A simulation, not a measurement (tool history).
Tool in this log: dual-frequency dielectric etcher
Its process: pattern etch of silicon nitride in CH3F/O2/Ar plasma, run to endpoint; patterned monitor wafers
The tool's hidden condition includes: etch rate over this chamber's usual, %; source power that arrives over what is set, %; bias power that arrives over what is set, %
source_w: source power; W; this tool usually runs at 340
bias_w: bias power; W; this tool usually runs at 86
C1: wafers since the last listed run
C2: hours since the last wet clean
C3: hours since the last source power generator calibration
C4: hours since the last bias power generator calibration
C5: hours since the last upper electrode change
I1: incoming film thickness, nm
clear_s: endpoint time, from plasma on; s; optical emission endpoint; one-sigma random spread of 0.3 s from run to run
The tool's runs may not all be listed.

{"run": 1, "hour": 0.0, "source_w": 340, "bias_w": 86, "C1": 0, "C2": 97.3, "C3": 2269.6, "C4": 1586.2, "C5": 4497.2, "I1": 35.29, "clear_s": 57.5}
{"run": 2, "hour": 103.0, "source_w": 370, "bias_w": 86, "C1": 1353, "C2": 200.3, "C3": 2372.6, "C4": 1689.2, "C5": 4600.2, "I1": 35.5, "clear_s": 56.2}
{"run": 3, "hour": 176.4, "source_w": 370, "bias_w": 86, "C1": 964, "C2": 273.7, "C3": 2446.0, "C4": 1762.6, "C5": 4673.6, "I1": 35.81, "clear_s": 56.5}
{"run": 4, "hour": 274.0, "source_w": 340, "bias_w": 80, "C1": 1282, "C2": 371.3, "C3": 2543.6, "C4": 1860.2, "C5": 4771.2, "I1": 35.87, "clear_s": 60.0}
{"run": 5, "hour": 311.8, "source_w": 340, "bias_w": 80, "C1": 496, "C2": 409.1, "C3": 2581.4, "C4": 1898.0, "C5": 4809.0, "I1": 35.21, "clear_s": 59.6}
{"hour": 369.1, "done": "upper electrode replaced"}
{"run": 6, "hour": 372.0, "source_w": 340, "bias_w": 80, "C1": 475, "C2": 469.3, "C3": 2641.6, "C4": 1958.2, "C5": 2.9, "I1": 35.15, "clear_s": 58.5}
{"run": 7, "hour": 411.3, "source_w": 360, "bias_w": 86, "C1": 516, "C2": 508.6, "C3": 2680.9, "C4": 1997.5, "C5": 42.2, "I1": 35.58, "clear_s": 57.2}
{"hour": 416.6, "done": "bias power generator calibrated"}
{"hour": 455.2, "done": "wet clean of the chamber"}
{"run": 8, "hour": 512.5, "source_w": 260, "bias_w": 86, "C1": 961, "C2": 57.3, "C3": 2782.1, "C4": 95.9, "C5": 143.4, "I1": 35.16, "clear_s": 62.9}
{"run": 9, "hour": 595.2, "source_w": 380, "bias_w": 74, "C1": 1086, "C2": 140.0, "C3": 2864.8, "C4": 178.6, "C5": 226.1, "I1": 35.61, "clear_s": 59.4}
{"run": 10, "hour": 654.8, "source_w": 410, "bias_w": 97, "C1": 783, "C2": 199.6, "C3": 2924.4, "C4": 238.2, "C5": 285.7, "I1": 35.44, "clear_s": 51.9}
{"hour": 678.0, "done": "source power generator calibrated"}
{"run": 11, "hour": 738.9, "source_w": 410, "bias_w": 68, "C1": 1052, "C2": 283.7, "C3": 60.9, "C4": 322.3, "C5": 369.8, "I1": 35.4, "clear_s": 59.5}
{"run": 12, "hour": 821.4, "source_w": 340, "bias_w": 86, "C1": 1084, "C2": 366.2, "C3": 143.4, "C4": 404.8, "C5": 452.3, "I1": 35.53, "clear_s": 57.6}
{"run": 13, "hour": 886.4, "source_w": 340, "bias_w": 107, "C1": 854, "C2": 431.2, "C3": 208.4, "C4": 469.8, "C5": 517.3, "I1": 35.39, "clear_s": 52.9}
{"hour": 1054.1, "done": "wet clean of the chamber"}
{"run": 14, "hour": 1054.6, "source_w": 290, "bias_w": 99, "C1": 1894, "C2": 0.5, "C3": 376.6, "C4": 638.0, "C5": 685.5, "I1": 35.64, "clear_s": 58.0}
{"run": 15, "hour": 1081.0, "source_w": 280, "bias_w": 86, "C1": 346, "C2": 26.9, "C3": 403.0, "C4": 664.4, "C5": 711.9, "I1": 35.32, "clear_s": 61.3}

Take each entry between the runs: how does the hidden state at the last listed run before it differ from the hidden state at the first listed run after it?
After run 5, before run 6: upper electrode replaced (hour 369.1)
  nothing in the hidden state changes from one run to the other
After run 7, before run 8: bias power generator calibrated (hour 416.6); wet clean of the chamber (hour 455.2)
  nothing in the hidden state changes from one run to the other
After run 10, before run 11: source power generator calibrated (hour 678.0)
  nothing in the hidden state changes from one run to the other
After run 13, before run 14: wet clean of the chamber (hour 1054.1)
  nothing in the hidden state changes from one run to the other

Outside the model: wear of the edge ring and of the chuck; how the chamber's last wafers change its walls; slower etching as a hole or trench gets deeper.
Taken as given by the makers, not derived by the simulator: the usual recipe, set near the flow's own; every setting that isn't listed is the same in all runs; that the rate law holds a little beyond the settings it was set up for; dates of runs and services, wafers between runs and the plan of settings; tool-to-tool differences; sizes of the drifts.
